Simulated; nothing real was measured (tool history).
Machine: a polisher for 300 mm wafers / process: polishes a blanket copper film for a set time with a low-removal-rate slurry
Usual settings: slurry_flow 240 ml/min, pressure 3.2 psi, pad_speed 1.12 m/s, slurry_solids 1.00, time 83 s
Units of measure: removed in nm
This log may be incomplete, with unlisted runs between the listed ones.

run    day  slurry_flow  pressure  pad_speed  slurry_solids  time  wafers since the last listed run  wafers polished on this pad  hours since the slurry nozzle was cleaned  hours since the head pressure was calibrated  hours since the slurry blender was calibrated  incoming thickness of the incoming film, nm  removed
  1  0.000          270       3.2       1.12           1.00    83                                 0                          475                                      334.9                                        1034.3                                           13.1                                       1361.6    294.0
  2  0.400          240       3.2       1.12           1.00    83                                62                          537                                      344.5                                        1043.9                                           22.7                                       1363.2    290.9
  3  0.796          240       3.2       1.12           1.00    83                                61                          599                                      354.0                                        1053.4                                           32.2                                       1355.9    291.4
  4  1.367          240       3.2       1.12           1.00    83                                88                          687                                      367.7                                        1067.1                                           45.9                                       1373.6    296.3
  5  1.925          240       3.6       1.12           1.00    83                                86                          774                                      381.1                                        1080.5                                           59.3                                       1370.1    328.3
  6  2.942          240       3.6       1.12           1.00    83                               157                          932                                      405.5                                        1104.9                                           83.7                                       1382.4    330.5
  7  3.512          240       3.2       1.12           0.80    83                                88                         1020                                      419.2                                        1118.6                                           97.4                                       1381.3    281.5
     4.000  -- worn pad replaced by a new one
  8  4.158          240       3.2       1.12           0.80    83                                74                           24                                      434.7                                        1134.1                                          112.9                                       1373.7    281.2
     4.429  -- head pressure recalibrated
     4.833  -- slurry blender recalibrated
  9  5.083          240       3.2       1.12           1.00    83                               117                          142                                      456.9                                          15.7                                            6.0                                       1374.5    262.3
     5.454  -- slurry nozzle cleaned
 10  5.492          240       3.2       1.12           1.00    66                                56                          199                                        0.9                                          25.5                                           15.8                                       1376.5    207.2
 11  5.838          205       3.2       1.34           0.80    83                                53                          252                                        9.2                                          33.8                                           24.1                                       1377.0    293.2
 12  6.267          240       3.2       1.12           1.30    83                                66                          319                                       19.5                                          44.1                                           34.4                                       1401.8    279.4
 13  6.704          270       3.2       1.12           0.85    83                                67                          387                                       30.0                                          54.6                                           44.9                                       1354.3    256.3
 14  7.267          300       2.7       1.12           1.00   107                                87                          474                                       43.5                                          68.1                                           58.4                                       1382.4    294.0
 15  7.829          295       2.6       1.12           1.00    83                                87                          561                                       57.0                                          81.6                                           71.9                                       1393.2    217.7
 16  8.121          240       3.2       1.12           1.00    83                                45                          607                                       64.0                                          88.6                                           78.9                                       1381.4    261.5
 17  9.571          240       3.2       1.12           1.00    83                               224                          832                                       98.8                                         123.4                                          113.7                                       1384.3    262.2
 18  9.908          240       3.2       0.86           1.00    83                                52                          884                                      106.9                                         131.5                                          121.8                                       1379.1    203.1

5 ways to go on from here, each from the tool as it stands after run 18. What would each give?
  A  9.925          240       3.2       1.12           1.00   108                                 2                          887                                      107.3                                         131.9                                          122.2                                       1388.5        ?
  B  9.925          240       3.7       1.36           1.10   100                                 2                          887                                      107.3                                         131.9                                          122.2                                       1388.5        ?
  C  9.925          240       3.2       0.98           1.25    83                                 2                          887                                      107.3                                         131.9                                          122.2                                       1388.5        ?
  D  9.925          240       2.8       0.76           0.75    83                                 2                          887                                      107.3                                         131.9                                          122.2                                       1388.5        ?
  E  9.925          165       4.2       1.12           1.00    83                                 2                          887                                      107.3                                         131.9                                          122.2                                       1388.5        ?

run  removed
  A    345.9
  B    459.2
  C    244.4
  D    148.2
  E    334.3
What these runs would have given with no unlogged condition in the tool:
run  removed
  A    348.2
  B    462.4
  C    246.1
  D    149.3
  E    336.6
